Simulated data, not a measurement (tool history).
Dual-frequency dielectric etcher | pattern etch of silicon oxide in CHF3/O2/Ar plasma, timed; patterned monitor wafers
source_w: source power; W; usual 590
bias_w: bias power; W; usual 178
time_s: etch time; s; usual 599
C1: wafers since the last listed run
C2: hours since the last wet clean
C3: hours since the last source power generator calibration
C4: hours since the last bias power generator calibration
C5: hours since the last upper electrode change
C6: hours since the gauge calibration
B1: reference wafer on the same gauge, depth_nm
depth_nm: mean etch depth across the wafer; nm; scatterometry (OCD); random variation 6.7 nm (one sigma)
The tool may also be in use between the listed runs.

run 1 hour=0 | source_w=590 bias_w=178 time_s=599 | C1=0 C2=254.5 C3=3194.3 C4=3442.9 C5=2489.7 C6=276.8 | B1=1049.3 | depth_nm=1256.2
run 2 hour=31.4 | source_w=590 bias_w=178 time_s=599 | C1=96 C2=285.9 C3=3225.7 C4=3474.3 C5=2521.1 C6=308.2 | B1=1048.1 | depth_nm=1276.9
run 3 hour=45.9 | source_w=590 bias_w=178 time_s=599 | C1=44 C2=300.4 C3=3240.2 C4=3488.8 C5=2535.6 C6=322.7 | B1=1049.9 | depth_nm=1275.4
run 4 hour=58.7 | source_w=590 bias_w=178 time_s=599 | C1=39 C2=313.2 C3=3253 C4=3501.6 C5=2548.4 C6=335.5 | B1=1049.7 | depth_nm=1268.2
run 5 hour=75.3 | source_w=590 bias_w=178 time_s=599 | C1=51 C2=329.8 C3=3269.6 C4=3518.2 C5=2565 C6=352.1 | B1=1050.8 | depth_nm=1280.9
run 6 hour=100.3 | source_w=590 bias_w=178 time_s=599 | C1=77 C2=354.8 C3=3294.6 C4=3543.2 C5=2590 C6=377.1 | B1=1047.4 | depth_nm=1278.9
run 7 hour=132.5 | source_w=480 bias_w=178 time_s=496 | C1=99 C2=387 C3=3326.8 C4=3575.4 C5=2622.2 C6=409.3 | B1=1047.6 | depth_nm=1001.2
-- hour=161.6 gauge calibrated
-- hour=170.3 upper electrode replaced
run 8 hour=170.8 | source_w=590 bias_w=178 time_s=599 | C1=44 C2=425.3 C3=3365.1 C4=3613.7 C5=0.5 C6=9.2 | B1=1051.9 | depth_nm=1293.3
run 9 hour=185.7 | source_w=590 bias_w=178 time_s=599 | C1=45 C2=440.2 C3=3380 C4=3628.6 C5=15.4 C6=24.1 | B1=1050.8 | depth_nm=1286.5
run 10 hour=207.2 | source_w=590 bias_w=178 time_s=599 | C1=66 C2=461.7 C3=3401.5 C4=3650.1 C5=36.9 C6=45.6 | B1=1049.4 | depth_nm=1291.4
run 11 hour=236.5 | source_w=520 bias_w=203 time_s=500.5 | C1=90 C2=491 C3=3430.8 C4=3679.4 C5=66.2 C6=74.9 | B1=1051.8 | depth_nm=1091.7
-- hour=245.3 source power generator calibrated
run 12 hour=255.8 | source_w=590 bias_w=191 time_s=524.5 | C1=47 C2=510.3 C3=10.5 C4=3698.7 C5=85.5 C6=94.2 | B1=1050.1 | depth_nm=1160.1
run 13 hour=270.4 | source_w=590 bias_w=178 time_s=445.5 | C1=45 C2=524.9 C3=25.1 C4=3713.3 C5=100.1 C6=108.8 | B1=1050.7 | depth_nm=961.7
run 14 hour=303.4 | source_w=500 bias_w=160 time_s=744 | C1=101 C2=557.9 C3=58.1 C4=3746.3 C5=133.1 C6=141.8 | B1=1048.2 | depth_nm=1469
run 15 hour=335.9 | source_w=590 bias_w=178 time_s=599 | C1=100 C2=590.4 C3=90.6 C4=3778.8 C5=165.6 C6=174.3 | B1=1049.9 | depth_nm=1288.2
-- hour=365 wet clean of the chamber
-- hour=372.8 bias power generator calibrated
run 16 hour=373.3 | source_w=730 bias_w=178 time_s=599 | C1=28 C2=8.3 C3=128 C4=0.5 C5=203 C6=211.7 | B1=1051.2 | depth_nm=1341.3
run 17 hour=397 | source_w=590 bias_w=178 time_s=599 | C1=73 C2=32 C3=151.7 C4=24.2 C5=226.7 C6=235.4 | B1=1050.8 | depth_nm=1241
run 18 hour=479.9 | source_w=520 bias_w=144 time_s=493.5 | C1=255 C2=114.9 C3=234.6 C4=107.1 C5=309.6 C6=318.3 | B1=1048.3 | depth_nm=927.8

Forecast each of these 4 alternatives for the next run:
run A hour=480.5 | source_w=590 bias_w=216 time_s=599 | C1=1 C2=115.5 C3=235.2 C4=107.7 C5=310.2 C6=318.9 | B1=? | depth_nm=?
run B hour=480.5 | source_w=710 bias_w=139 time_s=510.5 | C1=1 C2=115.5 C3=235.2 C4=107.7 C5=310.2 C6=318.9 | B1=? | depth_nm=?
run C hour=480.5 | source_w=720 bias_w=203 time_s=663 | C1=1 C2=115.5 C3=235.2 C4=107.7 C5=310.2 C6=318.9 | B1=? | depth_nm=?
run D hour=480.5 | source_w=730 bias_w=138 time_s=671.5 | C1=1 C2=115.5 C3=235.2 C4=107.7 C5=310.2 C6=318.9 | B1=? | depth_nm=?

run=A B1=1049 depth_nm=1342.6
run=B B1=1049 depth_nm=1046.8
run=C B1=1049 depth_nm=1551.3
run=D B1=1049 depth_nm=1386.7
Without the tool's hidden state the same runs would have given:
run=A depth_nm=1331.4
run=B depth_nm=1038
run=C depth_nm=1538.3
run=D depth_nm=1375.1
